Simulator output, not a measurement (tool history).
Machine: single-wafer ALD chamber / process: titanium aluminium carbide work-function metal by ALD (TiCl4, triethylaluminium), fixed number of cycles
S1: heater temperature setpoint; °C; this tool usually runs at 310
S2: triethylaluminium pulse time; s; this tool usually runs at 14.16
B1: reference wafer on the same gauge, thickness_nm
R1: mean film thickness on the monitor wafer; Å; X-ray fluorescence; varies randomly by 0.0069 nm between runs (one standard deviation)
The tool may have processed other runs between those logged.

run 1 hour=0.0 | S1=310 S2=11.61 | B1=2.049 | R1=19.88
run 2 hour=28.4 | S1=310 S2=14.16 | B1=2.050 | R1=20.02
run 3 hour=73.9 | S1=310 S2=14.16 | B1=2.050 | R1=20.06
run 4 hour=119.1 | S1=310 S2=14.16 | B1=2.049 | R1=20.11
run 5 hour=148.6 | S1=310 S2=9.65 | B1=2.051 | R1=19.66
run 6 hour=202.2 | S1=310 S2=9.65 | B1=2.048 | R1=19.57
-- hour=227.7 triethylaluminium bottle replaced
run 7 hour=253.3 | S1=310 S2=14.16 | B1=2.051 | R1=20.10
-- hour=305.8 showerhead replaced
run 8 hour=306.3 | S1=310 S2=12.64 | B1=2.049 | R1=19.96
run 9 hour=326.5 | S1=310 S2=12.64 | B1=2.051 | R1=20.05
run 10 hour=388.8 | S1=310 S2=14.16 | B1=2.051 | R1=20.14
run 11 hour=416.2 | S1=304 S2=11.03 | B1=2.053 | R1=19.66
run 12 hour=476.4 | S1=303 S2=10.46 | B1=2.051 | R1=19.33
run 13 hour=503.0 | S1=310 S2=14.16 | B1=2.049 | R1=20.33
run 14 hour=574.5 | S1=310 S2=14.16 | B1=2.049 | R1=20.22
run 15 hour=640.3 | S1=298 S2=18.32 | B1=2.050 | R1=19.47
run 16 hour=668.4 | S1=299 S2=17.90 | B1=2.050 | R1=19.55
-- hour=707.0 thermocouple changed; heater temperature recalibrated
run 17 hour=734.6 | S1=300 S2=15.65 | B1=2.048 | R1=19.13
run 18 hour=785.5 | S1=315 S2=10.89 | B1=2.050 | R1=19.89
run 19 hour=820.3 | S1=323 S2=16.54 | B1=2.050 | R1=20.91
run 20 hour=881.0 | S1=301 S2=16.77 | B1=2.049 | R1=19.43
run 21 hour=950.7 | S1=310 S2=14.16 | B1=2.050 | R1=19.92
run 22 hour=1008.5 | S1=300 S2=8.74 | B1=2.050 | R1=18.54
-- hour=1056.4 gauge calibrated
run 23 hour=1060.6 | S1=296 S2=9.14 | B1=2.051 | R1=18.29
run 24 hour=1129.7 | S1=325 S2=14.16 | B1=2.047 | R1=21.09
run 25 hour=1158.5 | S1=300 S2=16.86 | B1=2.047 | R1=19.41
run 26 hour=1213.4 | S1=297 S2=16.87 | B1=2.050 | R1=19.13
run 27 hour=1260.8 | S1=310 S2=14.16 | B1=2.049 | R1=20.07
run 28 hour=1308.3 | S1=321 S2=19.00 | B1=2.051 | R1=21.03
run 29 hour=1371.8 | S1=310 S2=14.16 | B1=2.050 | R1=20.05
run 30 hour=1420.2 | S1=322 S2=16.13 | B1=2.053 | R1=21.02
run 31 hour=1465.1 | S1=305 S2=14.16 | B1=2.051 | R1=19.67
run 32 hour=1505.0 | S1=314 S2=10.07 | B1=2.048 | R1=20.15
run 33 hour=1569.5 | S1=310 S2=14.16 | B1=2.046 | R1=20.13

Difference, measured minus no-hidden-state, one row per run. Run-to-run variation is common to both terms; the gauge's own scatter need not be:
Hidden state present: wafer temperature above the value expected at the setpoint (K); triethylaluminium dose above that of a fresh bottle (%); gauge reads high (%).
run=1 R1=+0.17
run=2 R1=+0.18
run=3 R1=+0.20
run=4 R1=+0.21
run=5 R1=+0.22
run=6 R1=+0.24
run=7 R1=+0.26
run=8 R1=+0.28
run=9 R1=+0.29
run=10 R1=+0.32
run=11 R1=+0.33
run=12 R1=+0.34
run=13 R1=+0.36
run=14 R1=+0.39
run=15 R1=+0.41
run=16 R1=+0.42
run=17 R1=-0.03
run=18 R1=-0.02
run=19 R1=+0.00
run=20 R1=+0.02
run=21 R1=+0.05
run=22 R1=+0.07
run=23 R1=+0.09
run=24 R1=+0.12
run=25 R1=+0.13
run=26 R1=+0.15
run=27 R1=+0.17
run=28 R1=+0.19
run=29 R1=+0.21
run=30 R1=+0.23
run=31 R1=+0.25
run=32 R1=+0.26
run=33 R1=+0.29
